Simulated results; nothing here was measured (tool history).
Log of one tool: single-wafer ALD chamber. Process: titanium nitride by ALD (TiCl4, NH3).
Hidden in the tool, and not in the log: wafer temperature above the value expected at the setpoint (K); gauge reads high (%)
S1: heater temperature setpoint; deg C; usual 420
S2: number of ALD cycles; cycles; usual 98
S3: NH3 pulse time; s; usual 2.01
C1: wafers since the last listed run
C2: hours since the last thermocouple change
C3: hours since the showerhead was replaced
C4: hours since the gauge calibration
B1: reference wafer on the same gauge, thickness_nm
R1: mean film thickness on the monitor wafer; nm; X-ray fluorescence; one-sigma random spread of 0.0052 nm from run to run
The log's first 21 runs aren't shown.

run,day,S1,S2,S3,C1,C2,C3,C4,B1,R1
22,70.271,420,98,2.01,119,1671.6,208.2,3174,2.199,2.074
# day 71.254: thermocouple changed; heater temperature recalibrated
23,74.667,420,98,2.01,148,81.9,313.7,3279.5,2.201,2.068
24,76.917,430,98,2.01,82,135.9,367.7,3333.5,2.197,2.07
# day 80.958: gauge calibrated
25,82.158,406,114,2.42,191,261.7,493.5,28.8,2.2,2.408
26,84.129,420,92,2.44,71,309,540.8,76.1,2.2,1.957
27,86.658,425,106,1.61,92,369.7,601.5,136.8,2.2,2.21
28,90.275,420,80,2.45,132,456.5,688.3,223.6,2.2,1.697
29,94.396,412,98,2.71,150,555.4,787.2,322.5,2.199,2.09
30,100.871,420,86,2.01,236,710.8,942.6,477.9,2.199,1.809
31,105.296,428,116,2.01,161,817,1048.8,584.1,2.199,2.454
32,108.908,434,104,1.69,131,903.7,1135.5,670.8,2.2,2.171
33,113.329,429,98,1.61,161,1009.8,1241.6,776.9,2.199,2.047
34,116.008,420,98,2.01,97,1074.1,1305.9,841.2,2.199,2.071
35,118.308,420,98,2.41,83,1129.3,1361.1,896.4,2.201,2.074
36,121.767,420,111,2.01,126,1212.3,1444.1,979.4,2.201,2.343
37,125.854,420,98,2.01,149,1310.4,1542.2,1077.5,2.201,2.061
38,130.15,420,98,2.57,156,1413.5,1645.3,1180.6,2.198,2.081
# day 133.942: thermocouple changed; heater temperature recalibrated
39,134.288,429,112,1.71,138,8.3,1744.6,1279.9,2.199,2.358
40,138.462,420,88,2.01,152,108.5,1844.8,1380.1,2.201,1.855

Consider 3 possible next runs. They are alternatives, not a sequence: every one starts from the tool as it was left by run 40. What does each give?
A,138.488,420,98,2.01,0,109.1,1845.4,1380.7,?,?
B,138.488,432,91,2.01,0,109.1,1845.4,1380.7,?,?
C,138.488,407,84,1.27,0,109.1,1845.4,1380.7,?,?

run,B1,R1
A,2.199,2.057
B,2.199,1.914
C,2.199,1.694
The same runs, with their run-to-run variation unchanged, on a tool lacking any hidden condition would have given:
run,R1
A,2.057
B,1.914
C,1.694
